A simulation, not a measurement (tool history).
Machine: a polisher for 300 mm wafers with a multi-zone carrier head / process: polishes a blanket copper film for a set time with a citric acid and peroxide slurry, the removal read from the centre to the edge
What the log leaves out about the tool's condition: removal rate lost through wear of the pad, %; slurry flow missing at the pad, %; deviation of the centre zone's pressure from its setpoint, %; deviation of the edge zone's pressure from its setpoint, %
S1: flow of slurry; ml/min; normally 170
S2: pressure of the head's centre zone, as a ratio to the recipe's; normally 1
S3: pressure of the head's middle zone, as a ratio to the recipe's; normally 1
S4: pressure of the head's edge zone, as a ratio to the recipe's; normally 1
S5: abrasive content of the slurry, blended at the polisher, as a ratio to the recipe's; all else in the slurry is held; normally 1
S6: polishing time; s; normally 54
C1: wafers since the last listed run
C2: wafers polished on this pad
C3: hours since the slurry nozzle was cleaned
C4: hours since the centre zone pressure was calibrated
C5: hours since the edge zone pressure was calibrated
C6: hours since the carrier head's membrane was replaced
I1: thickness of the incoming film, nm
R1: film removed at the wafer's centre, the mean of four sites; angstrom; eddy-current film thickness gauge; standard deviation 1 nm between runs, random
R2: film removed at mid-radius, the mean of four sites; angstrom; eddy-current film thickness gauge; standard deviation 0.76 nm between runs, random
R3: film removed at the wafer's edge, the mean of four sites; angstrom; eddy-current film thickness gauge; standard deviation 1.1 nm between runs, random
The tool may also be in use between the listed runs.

run,day,S1,S2,S3,S4,S5,S6,C1,C2,C3,C4,C5,C6,I1,R1,R2,R3
1,0,170,1,1,1,1,54,0,225,9.9,673.1,354.6,0.5,1250.2,1000,984,995
2,0.517,170,1,1,1.04,1,54,82,308,22.3,685.5,367,12.9,1268.4,997,984,1009
3,1.812,170,1,1,1.04,1,54,206,515,53.4,716.6,398.1,44,1288.1,982,973,996
# day 2.858: centre zone pressure recalibrated
4,2.908,170,1,1,1.04,1,54,161,676,79.7,1.2,424.4,70.3,1264.8,990,970,992
5,3.567,170,1.04,1,1,1,54,105,781,95.5,17,440.2,86.1,1275,1040,959,969
# day 4.3: worn pad replaced by a new one, repeated, since the last time left the tool worse
6,4.321,170,1,1,0.88,0.8,54,93,3,113.6,35.1,458.3,104.2,1255.3,1111,1082,1017
7,5.375,170,1,1,1,1,54,168,171,138.9,60.4,483.6,129.5,1281.1,1124,1118,1109
8,6.179,170,1.06,1,1,1,54,128,299,158.2,79.7,502.9,148.8,1252.4,1195,1106,1110
9,7.079,170,1.07,1,1,1,59,143,443,179.8,101.3,524.5,170.4,1282.1,1298,1196,1208
# day 7.904: edge zone pressure recalibrated
10,8.358,215,1,1,1,1.2,54,190,634,210.5,132,10.9,201.1,1277.3,1216,1171,1165
11,9.462,170,1,1,1,1,54,176,810,237,158.5,37.4,227.6,1268.1,1109,1078,1085
12,10.429,150,1,1,1,1,64,154,964,260.2,181.7,60.6,250.8,1248.4,1280,1261,1241
13,10.967,205,1.09,1.05,1.09,1,54,85,1050,273.1,194.6,73.5,263.7,1268.1,1256,1139,1152
# day 11.512: worn pad replaced by a new one
14,11.988,170,1,1,1,1,54,136,75,297.6,219.1,98,288.2,1282.7,1145,1125,1157

Estimate the outcome of run 15 from the log above:
15,14.192,195,1,1,1,1,45,351,427,350.5,272,150.9,341.1,1261.9,?,?,?

R1: 972 angstrom
R2: 938 angstrom
R3: 935 angstrom
The same run, on a tool lacking any hidden state, would have yielded R1 1016 angstrom, R2 980 angstrom, R3 977 angstrom.
